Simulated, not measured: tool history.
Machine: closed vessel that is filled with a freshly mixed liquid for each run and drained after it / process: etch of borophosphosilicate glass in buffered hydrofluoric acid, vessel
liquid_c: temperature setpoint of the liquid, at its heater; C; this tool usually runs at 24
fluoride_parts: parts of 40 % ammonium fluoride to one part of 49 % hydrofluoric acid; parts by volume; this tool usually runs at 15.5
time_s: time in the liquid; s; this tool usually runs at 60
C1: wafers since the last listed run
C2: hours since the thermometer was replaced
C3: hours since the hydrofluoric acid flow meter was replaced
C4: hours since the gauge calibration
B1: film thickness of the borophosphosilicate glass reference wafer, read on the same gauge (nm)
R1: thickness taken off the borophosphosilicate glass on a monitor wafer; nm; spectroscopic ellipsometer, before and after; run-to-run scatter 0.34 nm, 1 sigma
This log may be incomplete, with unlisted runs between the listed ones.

Run 1, hour 0: usual settings; C1 0; C2 445.6; C3 1999.5; C4 53.3; B1 129.99. Result: R1 56.05 nm.
Run 2, hour 23.1: usual settings; C1 2581; C2 468.7; C3 2022.6; C4 76.4; B1 130.03. Result: R1 54.84 nm.
Run 3, hour 36.5: usual settings; C1 1497; C2 482.1; C3 2036; C4 89.8; B1 130.03. Result: R1 55.55 nm.
Run 4, hour 45.7: usual settings; C1 1028; C2 491.3; C3 2045.2; C4 99; B1 130. Result: R1 55.17 nm.
Run 5, hour 53.2: usual settings; C1 838; C2 498.8; C3 2052.7; C4 106.5; B1 130.05. Result: R1 54.99 nm.
Run 6, hour 67.9: usual settings; C1 1642; C2 513.5; C3 2067.4; C4 121.2; B1 130. Result: R1 55.14 nm.
Run 7, hour 81.6: usual settings; C1 1530; C2 527.2; C3 2081.1; C4 134.9; B1 130.02. Result: R1 55.32 nm.
Run 8, hour 98.4: usual settings but liquid_c 21.5 C; C1 1877; C2 544; C3 2097.9; C4 151.7; B1 130.03. Result: R1 48.39 nm.
Run 9, hour 111.8: usual settings but time_s 75 s; C1 1497; C2 557.4; C3 2111.3; C4 165.1; B1 129.95. Result: R1 69.82 nm.
Run 10, hour 119.2: usual settings but time_s 75 s; C1 826; C2 564.8; C3 2118.7; C4 172.5; B1 130.02. Result: R1 69.14 nm.
At hour 137.6: thermometer replaced.
At hour 142.5: gauge calibrated.
Run 11, hour 149.7: usual settings; C1 3296; C2 12.1; C3 2149.2; C4 7.2; B1 130.06. Result: R1 54.94 nm.
Run 12, hour 162.4: usual settings but liquid_c 27 C; C1 1419; C2 24.8; C3 2161.9; C4 19.9; B1 129.98. Result: R1 65.98 nm.
Run 13, hour 178.4: usual settings but liquid_c 27 C, time_s 30 s; C1 1787; C2 40.8; C3 2177.9; C4 35.9; B1 130.03. Result: R1 32.5 nm.
At hour 194.1: hydrofluoric acid flow meter replaced.
Run 14, hour 194.6: usual settings but fluoride_parts 17.5 parts by volume, time_s 50 s; C1 1698; C2 57; C3 0.5; C4 52.1; B1 130. Result: R1 40.34 nm.
Run 15, hour 206.6: usual settings but fluoride_parts 19.5 parts by volume, time_s 35 s; C1 1340; C2 69; C3 12.5; C4 64.1; B1 129.94. Result: R1 25.76 nm.
Run 16, hour 219.9: usual settings; C1 1486; C2 82.3; C3 25.8; C4 77.4; B1 130.03. Result: R1 55.56 nm.
Run 17, hour 230.3: usual settings; C1 1162; C2 92.7; C3 36.2; C4 87.8; B1 129.98. Result: R1 55.15 nm.
Run 18, hour 244.9: usual settings; C1 1631; C2 107.3; C3 50.8; C4 102.4; B1 130. Result: R1 55.28 nm.
Run 19, hour 252.3: usual settings but liquid_c 28.5 C, fluoride_parts 17 parts by volume, time_s 80 s; C1 826; C2 114.7; C3 58.2; C4 109.8; B1 130.01. Result: R1 85.48 nm.
Run 20, hour 259.4: usual settings but fluoride_parts 21 parts by volume; C1 793; C2 121.8; C3 65.3; C4 116.9; B1 129.99. Result: R1 41.67 nm.
Run 21, hour 266.3: usual settings but liquid_c 28 C, time_s 35 s; C1 771; C2 128.7; C3 72.2; C4 123.8; B1 129.96. Result: R1 39.73 nm.
Run 22, hour 277.7: usual settings; C1 1273; C2 140.1; C3 83.6; C4 135.2; B1 129.97. Result: R1 55.03 nm.
Run 23, hour 305.3: usual settings but time_s 70 s; C1 3084; C2 167.7; C3 111.2; C4 162.8; B1 129.99. Result: R1 64.55 nm.

Consider 4 possible next runs. They are alternatives, not a sequence: every one starts from the tool as it was left by run 23. What does each give?
Run A, hour 306: usual settings; C1 78; C2 168.4; C3 111.9; C4 163.5; B1 ?. Result: R1 ?.
Run B, hour 306: usual settings but liquid_c 22 C; C1 78; C2 168.4; C3 111.9; C4 163.5; B1 ?. Result: R1 ?.
Run C, hour 306: usual settings but liquid_c 28 C; C1 78; C2 168.4; C3 111.9; C4 163.5; B1 ?. Result: R1 ?.
Run D, hour 306: usual settings but liquid_c 21 C, fluoride_parts 19 parts by volume; C1 78; C2 168.4; C3 111.9; C4 163.5; B1 ?. Result: R1 ?.

run      B1     R1
  A  129.95   55.3
  B  129.95   49.6
  C  129.95  68.48
  D  129.95  38.38
With no hidden state in the tool, these same runs would have given:
run     R1
  A   55.3
  B   49.6
  C  68.48
  D  38.38

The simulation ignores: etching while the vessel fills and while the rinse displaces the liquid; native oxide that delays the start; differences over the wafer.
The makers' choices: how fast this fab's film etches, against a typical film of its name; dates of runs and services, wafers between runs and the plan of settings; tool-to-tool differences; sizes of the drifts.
